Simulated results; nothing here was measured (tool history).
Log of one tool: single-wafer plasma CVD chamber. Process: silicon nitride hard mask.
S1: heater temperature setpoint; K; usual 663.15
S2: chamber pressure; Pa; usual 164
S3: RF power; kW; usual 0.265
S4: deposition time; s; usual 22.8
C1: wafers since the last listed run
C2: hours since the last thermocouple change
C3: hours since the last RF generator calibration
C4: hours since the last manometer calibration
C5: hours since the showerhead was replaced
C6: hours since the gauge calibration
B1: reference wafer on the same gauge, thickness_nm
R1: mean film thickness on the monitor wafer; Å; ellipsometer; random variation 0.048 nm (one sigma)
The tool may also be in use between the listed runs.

Run 1, hour 0: usual settings but S2 180 Pa, S4 25.6 s; C1 0; C2 1733.9; C3 1318.6; C4 983.7; C5 3784.7; C6 88.2; B1 22.876. Result: R1 243.59 Å.
Run 2, hour 16.1: usual settings but S3 0.23 kW; C1 500; C2 1750; C3 1334.7; C4 999.8; C5 3800.8; C6 104.3; B1 22.907. Result: R1 182.5 Å.
Run 3, hour 29.8: usual settings but S3 0.23 kW; C1 425; C2 1763.7; C3 1348.4; C4 1013.5; C5 3814.5; C6 118; B1 22.91. Result: R1 182.21 Å.
Run 4, hour 43.3: usual settings; C1 419; C2 1777.2; C3 1361.9; C4 1027; C5 3828; C6 131.5; B1 22.904. Result: R1 205.57 Å.
Run 5, hour 59.9: usual settings; C1 516; C2 1793.8; C3 1378.5; C4 1043.6; C5 3844.6; C6 148.1; B1 22.894. Result: R1 205.93 Å.
Run 6, hour 75.9: usual settings; C1 497; C2 1809.8; C3 1394.5; C4 1059.6; C5 3860.6; C6 164.1; B1 22.914. Result: R1 205.18 Å.
At hour 93.6: showerhead replaced.
At hour 95.8: gauge calibrated.
Run 7, hour 121.7: usual settings; C1 1174; C2 1855.6; C3 1440.3; C4 1105.4; C5 28.1; C6 25.9; B1 22.908. Result: R1 203.01 Å.
Run 8, hour 129.7: usual settings; C1 248; C2 1863.6; C3 1448.3; C4 1113.4; C5 36.1; C6 33.9; B1 22.886. Result: R1 203.8 Å.
At hour 139.1: thermocouple changed; heater temperature recalibrated.
At hour 149.9: RF generator calibrated.
Run 9, hour 150.4: usual settings but S1 677.15 K, S3 0.235 kW, S4 26.2 s; C1 146; C2 11.3; C3 0.5; C4 1134.1; C5 56.8; C6 54.6; B1 22.91. Result: R1 221.07 Å.
Run 10, hour 163.3: usual settings but S2 132 Pa, S3 0.305 kW; C1 400; C2 24.2; C3 13.4; C4 1147; C5 69.7; C6 67.5; B1 22.921. Result: R1 205.12 Å.

Run 11 comes next. What will it give?
Run 11, hour 174.6: usual settings but S2 180 Pa, S4 25.6 s; C1 351; C2 35.5; C3 24.7; C4 1158.3; C5 81; C6 78.8; B1 ?. Result: R1 ?.

Run 11 gave B1 22.907, R1 251.2 Å.
Without the tool's hidden state the same run would have given R1 263.47 Å.

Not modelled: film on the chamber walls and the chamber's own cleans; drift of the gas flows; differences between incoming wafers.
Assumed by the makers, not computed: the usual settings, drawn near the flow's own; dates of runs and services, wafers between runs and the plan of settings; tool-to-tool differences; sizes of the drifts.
